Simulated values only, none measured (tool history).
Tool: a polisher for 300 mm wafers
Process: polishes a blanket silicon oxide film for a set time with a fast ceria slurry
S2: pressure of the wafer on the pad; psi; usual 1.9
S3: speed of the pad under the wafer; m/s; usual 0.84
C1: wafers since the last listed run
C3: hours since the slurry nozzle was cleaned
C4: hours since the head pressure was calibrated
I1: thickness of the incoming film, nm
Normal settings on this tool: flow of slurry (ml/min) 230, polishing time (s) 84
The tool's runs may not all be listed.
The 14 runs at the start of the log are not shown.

{"run": 15, "hour": 671.8, "flow of slurry (ml/min)": 230, "S2": 1.9, "S3": 0.84, "polishing time (s)": 84, "C1": 442, "wafers polished on this pad": 2840, "C3": 99.3, "C4": 533.1, "I1": 2903.7, "film removed (nm)": 703.1}
{"run": 16, "hour": 720.7, "flow of slurry (ml/min)": 230, "S2": 1.9, "S3": 0.84, "polishing time (s)": 94, "C1": 566, "wafers polished on this pad": 3407, "C3": 148.2, "C4": 582.0, "I1": 2941.1, "film removed (nm)": 790.2}
{"run": 17, "hour": 755.8, "flow of slurry (ml/min)": 230, "S2": 1.9, "S3": 0.84, "polishing time (s)": 94, "C1": 406, "wafers polished on this pad": 3813, "C3": 183.3, "C4": 617.1, "I1": 2889.3, "film removed (nm)": 790.4}
{"hour": 782.6, "done": "worn pad replaced by a new one"}
{"run": 18, "hour": 786.5, "flow of slurry (ml/min)": 255, "S2": 2.2, "S3": 0.7, "polishing time (s)": 91, "C1": 309, "wafers polished on this pad": 45, "C3": 214.0, "C4": 647.8, "I1": 2936.2, "film removed (nm)": 750.8}
{"run": 19, "hour": 849.4, "flow of slurry (ml/min)": 280, "S2": 2.4, "S3": 0.66, "polishing time (s)": 102, "C1": 728, "wafers polished on this pad": 773, "C3": 276.9, "C4": 710.7, "I1": 2896.8, "film removed (nm)": 856.4}
{"run": 20, "hour": 886.3, "flow of slurry (ml/min)": 280, "S2": 1.5, "S3": 0.84, "polishing time (s)": 63, "C1": 427, "wafers polished on this pad": 1201, "C3": 313.8, "C4": 747.6, "I1": 2951.3, "film removed (nm)": 434.0}
{"run": 21, "hour": 949.2, "flow of slurry (ml/min)": 230, "S2": 1.5, "S3": 0.84, "polishing time (s)": 84, "C1": 728, "wafers polished on this pad": 1929, "C3": 376.7, "C4": 810.5, "I1": 2907.3, "film removed (nm)": 552.2}
{"run": 22, "hour": 997.2, "flow of slurry (ml/min)": 185, "S2": 2.2, "S3": 0.56, "polishing time (s)": 108, "C1": 555, "wafers polished on this pad": 2485, "C3": 424.7, "C4": 858.5, "I1": 2953.9, "film removed (nm)": 660.4}
{"run": 23, "hour": 1045.5, "flow of slurry (ml/min)": 230, "S2": 2.1, "S3": 0.84, "polishing time (s)": 61, "C1": 559, "wafers polished on this pad": 3045, "C3": 473.0, "C4": 906.8, "I1": 2931.1, "film removed (nm)": 550.8}
{"run": 24, "hour": 1073.8, "flow of slurry (ml/min)": 230, "S2": 1.9, "S3": 0.84, "polishing time (s)": 84, "C1": 327, "wafers polished on this pad": 3372, "C3": 501.3, "C4": 935.1, "I1": 2927.6, "film removed (nm)": 678.8}
{"run": 25, "hour": 1134.0, "flow of slurry (ml/min)": 230, "S2": 1.9, "S3": 0.84, "polishing time (s)": 84, "C1": 697, "wafers polished on this pad": 4070, "C3": 561.5, "C4": 995.3, "I1": 2984.0, "film removed (nm)": 675.2}
{"hour": 1156.5, "done": "head pressure recalibrated"}
{"run": 26, "hour": 1159.7, "flow of slurry (ml/min)": 230, "S2": 1.9, "S3": 0.84, "polishing time (s)": 84, "C1": 274, "wafers polished on this pad": 4344, "C3": 587.2, "C4": 3.2, "I1": 2955.5, "film removed (nm)": 678.0}
{"hour": 1178.5, "done": "worn pad replaced by a new one"}
{"run": 27, "hour": 1217.9, "flow of slurry (ml/min)": 230, "S2": 1.9, "S3": 0.84, "polishing time (s)": 84, "C1": 627, "wafers polished on this pad": 456, "C3": 645.4, "C4": 61.4, "I1": 2926.6, "film removed (nm)": 688.6}
{"run": 28, "hour": 1258.5, "flow of slurry (ml/min)": 230, "S2": 2.2, "S3": 0.84, "polishing time (s)": 72, "C1": 470, "wafers polished on this pad": 926, "C3": 686.0, "C4": 102.0, "I1": 2944.5, "film removed (nm)": 673.9}
{"run": 29, "hour": 1300.5, "flow of slurry (ml/min)": 190, "S2": 1.3, "S3": 0.98, "polishing time (s)": 84, "C1": 486, "wafers polished on this pad": 1413, "C3": 728.0, "C4": 144.0, "I1": 2917.0, "film removed (nm)": 537.7}
{"run": 30, "hour": 1332.1, "flow of slurry (ml/min)": 230, "S2": 2.3, "S3": 0.66, "polishing time (s)": 84, "C1": 365, "wafers polished on this pad": 1779, "C3": 759.6, "C4": 175.6, "I1": 2929.1, "film removed (nm)": 639.2}
{"hour": 1406.3, "done": "slurry nozzle cleaned"}
{"run": 31, "hour": 1425.7, "flow of slurry (ml/min)": 175, "S2": 1.3, "S3": 0.64, "polishing time (s)": 99, "C1": 1072, "wafers polished on this pad": 2851, "C3": 19.4, "C4": 269.2, "I1": 2936.9, "film removed (nm)": 440.7}
{"run": 32, "hour": 1466.9, "flow of slurry (ml/min)": 210, "S2": 1.9, "S3": 0.84, "polishing time (s)": 84, "C1": 477, "wafers polished on this pad": 3328, "C3": 60.6, "C4": 310.4, "I1": 2985.5, "film removed (nm)": 692.1}
{"run": 33, "hour": 1529.2, "flow of slurry (ml/min)": 230, "S2": 1.9, "S3": 0.84, "polishing time (s)": 61, "C1": 721, "wafers polished on this pad": 4050, "C3": 122.9, "C4": 372.7, "I1": 2916.7, "film removed (nm)": 509.5}
{"run": 34, "hour": 1596.7, "flow of slurry (ml/min)": 230, "S2": 1.9, "S3": 0.84, "polishing time (s)": 84, "C1": 781, "wafers polished on this pad": 4832, "C3": 190.4, "C4": 440.2, "I1": 2948.2, "film removed (nm)": 688.6}
{"hour": 1617.9, "done": "worn pad replaced by a new one"}
{"run": 35, "hour": 1649.4, "flow of slurry (ml/min)": 185, "S2": 1.9, "S3": 0.84, "polishing time (s)": 66, "C1": 564, "wafers polished on this pad": 364, "C3": 243.1, "C4": 492.9, "I1": 2940.0, "film removed (nm)": 532.1}
{"run": 36, "hour": 1707.1, "flow of slurry (ml/min)": 230, "S2": 1.9, "S3": 0.84, "polishing time (s)": 62, "C1": 668, "wafers polished on this pad": 1032, "C3": 300.8, "C4": 550.6, "I1": 2888.9, "film removed (nm)": 514.5}
{"run": 37, "hour": 1731.2, "flow of slurry (ml/min)": 285, "S2": 1.9, "S3": 0.54, "polishing time (s)": 84, "C1": 279, "wafers polished on this pad": 1311, "C3": 324.9, "C4": 574.7, "I1": 2908.2, "film removed (nm)": 454.2}
{"run": 38, "hour": 1778.5, "flow of slurry (ml/min)": 230, "S2": 2.4, "S3": 0.84, "polishing time (s)": 74, "C1": 547, "wafers polished on this pad": 1859, "C3": 372.2, "C4": 622.0, "I1": 2938.5, "film removed (nm)": 756.2}

Here are 3 independent what-if runs from the current tool condition. What would each one return?
{"run": "A", "hour": 1778.9, "flow of slurry (ml/min)": 230, "S2": 1.2, "S3": 0.84, "polishing time (s)": 84, "C1": 4, "wafers polished on this pad": 1864, "C3": 372.6, "C4": 622.4, "I1": 2913.4, "film removed (nm)": "?"}
{"run": "B", "hour": 1778.9, "flow of slurry (ml/min)": 260, "S2": 1.9, "S3": 0.84, "polishing time (s)": 84, "C1": 4, "wafers polished on this pad": 1864, "C3": 372.6, "C4": 622.4, "I1": 2913.4, "film removed (nm)": "?"}
{"run": "C", "hour": 1778.9, "flow of slurry (ml/min)": 230, "S2": 1.9, "S3": 0.84, "polishing time (s)": 73, "C1": 4, "wafers polished on this pad": 1864, "C3": 372.6, "C4": 622.4, "I1": 2913.4, "film removed (nm)": "?"}

run=A film_removed_(nm)=461.6
run=B film_removed_(nm)=708.9
run=C film_removed_(nm)=607.7
What these runs would have given with no unlogged condition in the tool:
run=A film_removed_(nm)=474.0
run=B film_removed_(nm)=726.2
run=C film_removed_(nm)=624.0
